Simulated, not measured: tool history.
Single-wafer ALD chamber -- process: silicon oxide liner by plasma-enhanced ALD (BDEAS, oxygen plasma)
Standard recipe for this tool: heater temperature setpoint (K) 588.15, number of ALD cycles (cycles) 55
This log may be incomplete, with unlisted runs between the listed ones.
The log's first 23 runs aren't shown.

run   hour  heater temperature setpoint (K)  number of ALD cycles (cycles)  wafers since the last listed run  hours since the last thermocouple change  hours since the gauge calibration  read-back reference wafer on the same gauge, thickness_nm  mean film thickness on the monitor wafer (Å)
 24  313.1                           593.15                             61                               104                                     131.0                              463.6                                                      4.791                                         53.79
 25  327.0                           596.15                             55                               116                                     144.9                              477.5                                                      4.790                                         48.32
 26  338.8                           588.15                             55                                99                                     156.7                              489.3                                                      4.787                                         48.83
 27  353.9                           588.15                             55                               127                                     171.8                              504.4                                                      4.793                                         48.99
 28  361.4                           588.15                             47                                63                                     179.3                              511.9                                                      4.791                                         42.00
 29  369.6                           578.15                             63                                68                                     187.5                              520.1                                                      4.789                                         56.97
 30  383.8                           576.15                             47                               119                                     201.7                              534.3                                                      4.793                                         42.69
 31  396.9                           592.15                             55                               110                                     214.8                              547.4                                                      4.791                                         48.74
 32  411.2                           588.15                             58                               120                                     229.1                              561.7                                                      4.796                                         51.67
 33  423.0                           588.15                             55                                99                                     240.9                              573.5                                                      4.790                                         48.91
 34  433.0                           588.15                             55                                84                                     250.9                              583.5                                                      4.792                                         49.12
     445.5  -- gauge calibrated
 35  446.4                           594.15                             59                               112                                     264.3                                0.9                                                      4.793                                         52.29
 36  455.7                           598.15                             55                                78                                     273.6                               10.2                                                      4.793                                         48.30
 37  466.1                           588.15                             65                                87                                     284.0                               20.6                                                      4.793                                         58.12
 38  480.0                           588.15                             55                               116                                     297.9                               34.5                                                      4.791                                         48.78
 39  488.8                           592.15                             65                                74                                     306.7                               43.3                                                      4.794                                         57.49
 40  501.0                           575.15                             49                               102                                     318.9                               55.5                                                      4.791                                         44.54
 41  517.5                           580.15                             51                               138                                     335.4                               72.0                                                      4.790                                         45.78
 42  530.8                           600.15                             45                               111                                     348.7                               85.3                                                      4.788                                         39.40
 43  542.0                           594.15                             55                                94                                     359.9                               96.5                                                      4.790                                         48.48
 44  556.0                           599.15                             55                               117                                     373.9                              110.5                                                      4.788                                         48.39
 45  564.2                           588.15                             55                                68                                     382.1                              118.7                                                      4.792                                         48.98
 46  572.7                           598.15                             58                                71                                     390.6                              127.2                                                      4.792                                         51.09

What if the next run were any one of these 5? Each begins from the tool's condition after run 46:
  A  573.2                           577.15                             55                                 4                                     391.1                              127.7                                                          ?                                             ?
  B  573.2                           588.15                             45                                 4                                     391.1                              127.7                                                          ?                                             ?
  C  573.2                           582.15                             64                                 4                                     391.1                              127.7                                                          ?                                             ?
  D  573.2                           588.15                             63                                 4                                     391.1                              127.7                                                          ?                                             ?
  E  573.2                           583.15                             45                                 4                                     391.1                              127.7                                                          ?                                             ?

run  read-back reference wafer on the same gauge, thickness_nm  mean film thickness on the monitor wafer (Å)
  A                                                      4.789                                         49.80
  B                                                      4.789                                         40.07
  C                                                      4.789                                         57.51
  D                                                      4.789                                         56.10
  E                                                      4.789                                         40.38
What these runs would have given with no unlogged condition in the tool:
run  mean film thickness on the monitor wafer (Å)
  A                                         49.80
  B                                         40.07
  C                                         57.51
  D                                         56.10
  E                                         40.38

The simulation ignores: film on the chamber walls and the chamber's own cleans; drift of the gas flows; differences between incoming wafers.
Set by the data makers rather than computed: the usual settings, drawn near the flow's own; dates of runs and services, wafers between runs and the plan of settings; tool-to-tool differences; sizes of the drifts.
